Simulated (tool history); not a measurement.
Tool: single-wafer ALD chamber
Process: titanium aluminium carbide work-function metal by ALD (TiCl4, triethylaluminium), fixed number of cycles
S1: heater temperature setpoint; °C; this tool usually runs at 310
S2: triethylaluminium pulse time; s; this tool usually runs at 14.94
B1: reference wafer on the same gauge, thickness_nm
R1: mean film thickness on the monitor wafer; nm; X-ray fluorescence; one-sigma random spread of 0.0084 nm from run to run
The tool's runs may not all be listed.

| run | hour | S1 | S2 | B1 | R1 |
|---|---|---|---|---|---|
| 1 | 0.0 | 310 | 14.94 | 2.312 | 2.024 |
| 2 | 103.8 | 310 | 14.94 | 2.312 | 2.034 |
|  | 121.3 | triethylaluminium bottle replaced |
|  | 173.9 | thermocouple changed; heater temperature recalibrated |
| 3 | 174.4 | 310 | 14.94 | 2.312 | 2.032 |
| 4 | 224.0 | 310 | 14.94 | 2.311 | 2.029 |
| 5 | 275.7 | 310 | 14.94 | 2.310 | 2.045 |
| 6 | 369.7 | 310 | 14.94 | 2.310 | 2.051 |
| 7 | 464.0 | 310 | 17.03 | 2.312 | 2.053 |
| 8 | 550.1 | 310 | 17.03 | 2.311 | 2.041 |
| 9 | 652.0 | 310 | 14.94 | 2.308 | 2.027 |
| 10 | 969.1 | 319 | 14.94 | 2.307 | 2.090 |
| 11 | 1006.2 | 299 | 14.94 | 2.309 | 1.968 |
| 12 | 1056.4 | 310 | 14.94 | 2.310 | 2.043 |
| 13 | 1157.7 | 319 | 17.52 | 2.309 | 2.121 |
|  | 1194.7 | gauge calibrated |
| 14 | 1239.9 | 316 | 20.05 | 2.309 | 2.095 |
| 15 | 1525.4 | 316 | 19.66 | 2.314 | 2.093 |
|  | 1567.2 | showerhead replaced |
|  | 1582.3 | triethylaluminium bottle replaced |
| 16 | 1607.8 | 310 | 16.96 | 2.311 | 2.036 |

Run 17 comes next. What will it give?
| 17 | 1760.4 | 321 | 20.54 | ? | ? |

Run 17 produced B1 2.307, R1 2.134 nm.
Had the tool carried no hidden state, the very same run would have given R1 2.134 nm.
